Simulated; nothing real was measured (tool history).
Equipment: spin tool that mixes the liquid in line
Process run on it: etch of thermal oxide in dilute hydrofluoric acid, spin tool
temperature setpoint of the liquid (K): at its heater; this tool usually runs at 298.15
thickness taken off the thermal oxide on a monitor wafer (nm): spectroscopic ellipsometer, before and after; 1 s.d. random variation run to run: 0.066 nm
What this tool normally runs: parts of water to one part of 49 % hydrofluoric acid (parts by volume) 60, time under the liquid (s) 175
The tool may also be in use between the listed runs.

run	hour	temperature setpoint of the liquid (K)	parts of water to one part of 49 % hydrofluoric acid (parts by volume)	time under the liquid (s)	wafers since the last listed run	hours since the thermometer was replaced	hours since the hydrofluoric acid flow meter was replaced	hours since the gauge calibration	read-back film thickness of the thermal oxide reference wafer, read on the same gauge (nm)	thickness taken off the thermal oxide on a monitor wafer (nm)
1	0	301.65	60	175	0	753	1185.6	202.8	140	14.7
2	16	301.65	60	175	145	769	1201.6	218.8	140.01	14.7
3	50	301.65	60	175	309	803	1235.6	252.8	139.98	14.64
4	66.2	298.15	50	175	147	819.2	1251.8	269	140	15.46
# hour 111.7: hydrofluoric acid flow meter replaced
5	119.1	298.15	50	175	472	872.1	7.4	321.9	140.01	15.33
6	141.7	298.15	60	175	205	894.7	30	344.5	139.99	12.64
7	157.4	298.15	60	175	142	910.4	45.7	360.2	140.01	12.63
# hour 161.4: gauge calibrated
# hour 179.1: thermometer replaced
8	192.7	298.15	60	175	312	13.6	81	31.3	140.02	13.8
9	225.9	298.15	75	235	302	46.8	114.2	64.5	140	14.35
10	283.1	295.15	35	175	520	104	171.4	121.7	140	21.3
11	311	295.65	80	140	253	131.9	199.3	149.6	140	7.13
12	330.1	298.15	90	80	173	151	218.4	168.7	140	3.98
13	343.2	296.15	60	210	119	164.1	231.5	181.8	139.98	14.94
14	362.9	301.15	70	95	179	183.8	251.2	201.5	140.01	6.98

Alternative continuations, all from the tool just after run 14; predict every row:
A	363.4	298.15	60	175	4	184.3	251.7	202	?	?
B	363.4	299.65	50	235	4	184.3	251.7	202	?	?
C	363.4	295.65	50	215	4	184.3	251.7	202	?	?
D	363.4	298.15	60	235	4	184.3	251.7	202	?	?
E	363.4	295.15	35	230	4	184.3	251.7	202	?	?

run	read-back film thickness of the thermal oxide reference wafer, read on the same gauge (nm)	thickness taken off the thermal oxide on a monitor wafer (nm)
A	140	13.4
B	140	23.26
C	140	18.05
D	140	17.99
E	140	27.52
Stripped of hidden state, with their random variation kept, the same runs would have yielded:
run	thickness taken off the thermal oxide on a monitor wafer (nm)
A	13.72
B	23.81
C	18.49
D	18.42
E	28.21
